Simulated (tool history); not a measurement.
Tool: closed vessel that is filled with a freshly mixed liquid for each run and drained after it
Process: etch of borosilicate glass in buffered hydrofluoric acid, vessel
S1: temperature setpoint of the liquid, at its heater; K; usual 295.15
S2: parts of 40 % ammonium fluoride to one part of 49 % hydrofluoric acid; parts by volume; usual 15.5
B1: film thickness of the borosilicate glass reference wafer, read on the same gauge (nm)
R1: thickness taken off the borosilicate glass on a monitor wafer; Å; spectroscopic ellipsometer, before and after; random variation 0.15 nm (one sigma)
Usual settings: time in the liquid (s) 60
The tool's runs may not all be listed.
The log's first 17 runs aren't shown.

run 18 hour=500.2 | S1=292.15 S2=15.5 time_in_the_liquid_(s)=90 | B1=89.95 | R1=533.0
run 19 hour=515.9 | S1=292.65 S2=10.5 time_in_the_liquid_(s)=90 | B1=90.01 | R1=807.1
run 20 hour=531.0 | S1=291.65 S2=18.0 time_in_the_liquid_(s)=90 | B1=89.99 | R1=445.8
run 21 hour=553.6 | S1=298.65 S2=15.5 time_in_the_liquid_(s)=40 | B1=89.97 | R1=334.2
-- hour=579.6 gauge calibrated
run 22 hour=653.8 | S1=290.15 S2=20.5 time_in_the_liquid_(s)=45 | B1=90.01 | R1=180.0
run 23 hour=670.9 | S1=293.15 S2=18.0 time_in_the_liquid_(s)=30 | B1=90.03 | R1=159.9
run 24 hour=683.4 | S1=295.15 S2=15.5 time_in_the_liquid_(s)=60 | B1=89.99 | R1=413.6
run 25 hour=778.1 | S1=290.15 S2=13.0 time_in_the_liquid_(s)=85 | B1=90.03 | R1=530.2
run 26 hour=792.0 | S1=295.15 S2=15.5 time_in_the_liquid_(s)=60 | B1=90.03 | R1=416.0
run 27 hour=819.2 | S1=299.65 S2=13.5 time_in_the_liquid_(s)=60 | B1=90.02 | R1=603.3
run 28 hour=844.8 | S1=295.15 S2=15.5 time_in_the_liquid_(s)=50 | B1=89.98 | R1=344.2
run 29 hour=946.3 | S1=295.15 S2=21.0 time_in_the_liquid_(s)=50 | B1=90.00 | R1=259.5
run 30 hour=960.7 | S1=296.65 S2=15.5 time_in_the_liquid_(s)=60 | B1=90.00 | R1=447.9
run 31 hour=987.4 | S1=298.65 S2=12.5 time_in_the_liquid_(s)=35 | B1=90.03 | R1=360.2
run 32 hour=1012.1 | S1=295.15 S2=15.5 time_in_the_liquid_(s)=60 | B1=90.03 | R1=410.0
run 33 hour=1045.6 | S1=297.15 S2=15.5 time_in_the_liquid_(s)=90 | B1=89.99 | R1=686.7

Forecast each of these 4 alternatives for the next run:
run A hour=1046.3 | S1=295.15 S2=21.0 time_in_the_liquid_(s)=60 | B1=? | R1=?
run B hour=1046.3 | S1=295.15 S2=11.5 time_in_the_liquid_(s)=45 | B1=? | R1=?
run C hour=1046.3 | S1=291.15 S2=17.5 time_in_the_liquid_(s)=90 | B1=? | R1=?
run D hour=1046.3 | S1=295.15 S2=13.5 time_in_the_liquid_(s)=85 | B1=? | R1=?

run=A B1=89.99 R1=307.4
run=B B1=89.99 R1=412.8
run=C B1=89.99 R1=436.8
run=D B1=89.99 R1=665.3
Without the tool's hidden state the same runs would have given:
run=A R1=313.9
run=B R1=421.4
run=C R1=446.2
run=D R1=679.2

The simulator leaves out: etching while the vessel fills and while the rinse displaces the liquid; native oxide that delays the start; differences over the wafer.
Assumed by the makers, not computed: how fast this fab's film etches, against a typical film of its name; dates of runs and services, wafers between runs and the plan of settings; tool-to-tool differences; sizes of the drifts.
